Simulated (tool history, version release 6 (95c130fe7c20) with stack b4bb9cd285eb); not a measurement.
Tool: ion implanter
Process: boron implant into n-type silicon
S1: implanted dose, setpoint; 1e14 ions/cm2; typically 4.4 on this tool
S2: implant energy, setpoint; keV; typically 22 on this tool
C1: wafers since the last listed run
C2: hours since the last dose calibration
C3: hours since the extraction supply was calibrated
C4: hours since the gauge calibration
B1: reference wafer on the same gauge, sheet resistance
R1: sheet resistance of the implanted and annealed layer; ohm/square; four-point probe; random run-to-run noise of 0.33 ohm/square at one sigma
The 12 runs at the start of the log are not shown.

run	day	S1	S2	C1	C2	C3	C4	B1	R1
13	35.508	4.7	28	2116	418.6	229.9	2209.2	196.02	199.29
14	37.075	4.7	28	750	456.2	267.5	2246.8	195.95	200.18
15	39.783	5.27	22	1297	521.2	332.5	2311.8	195.95	186.45
16	42.196	3.66	24.5	1156	579.1	390.4	2369.7	195.9	249.58
17	45.438	4.4	19.5	1553	656.9	468.2	2447.5	195.98	219.76
18	49.621	3.1	18	2004	757.3	568.6	2547.9	196.08	294.52
19	51.533	4.92	29	916	803.2	614.5	2593.8	196.03	191.12
20	55.912	3.81	25.5	2098	908.3	719.6	2698.9	196.06	239.77
21	60.258	4.4	16	2082	1012.6	823.9	2803.2	196.02	224.51
22	61.942	5.49	24.5	806	1053	864.3	2843.6	195.98	177.12
23	65.992	3.65	25.5	1940	1150.2	961.5	2940.8	196.04	247.35
24	69.35	4.4	28.5	1609	1230.8	1042.1	3021.4	196.09	209.41
25	72.008	4.4	22	1273	1294.6	1105.9	3085.2	195.92	216.13
# day 75.858: gauge calibrated
# day 83.938: Faraday cup replaced and dose calibrated
26	85.154	5.7	19	6139	29.2	1421.4	223.1	195.97	179.08
27	89.179	3.11	29	1928	125.8	1518	319.7	195.94	282.2
28	92.688	4.4	28.5	1681	210	1602.2	403.9	196.1	211.72
29	94.55	4.75	26	892	254.7	1646.9	448.6	195.88	200.47
30	97.662	4.4	22	1491	329.4	1721.6	523.3	196.04	218.05
31	100.112	3.38	19	1173	388.2	1780.4	582.1	196.11	274.96
32	111.888	4.4	22	5642	670.8	2063	864.7	195.91	216.15
33	113.883	4.4	22	956	718.7	2110.9	912.6	195.97	216.81
34	117.504	5.65	25.5	1735	805.6	2197.8	999.5	196.01	172.68
35	120.196	4.9	27.5	1289	870.2	2262.4	1064.1	195.95	193.08
36	122.617	4.4	22	1160	928.3	2320.5	1122.2	195.92	216.59
37	126.446	3.38	22	1834	1020.2	2412.4	1214.1	196.04	269.14

Here are 4 independent what-if runs from the current tool condition. What would each one return?
A	126.462	3.85	22	7	1020.6	2412.8	1214.5	?	?
B	126.462	4.74	17	7	1020.6	2412.8	1214.5	?	?
C	126.462	4.81	22	7	1020.6	2412.8	1214.5	?	?
D	126.462	3.4	26.5	7	1020.6	2412.8	1214.5	?	?

run	B1	R1
A	196.08	242.14
B	196.08	209.78
C	196.08	201.39
D	196.08	263.03
With no hidden state in the tool, these same runs would have given:
run	R1
A	244.73
B	212.04
C	203.56
D	265.85
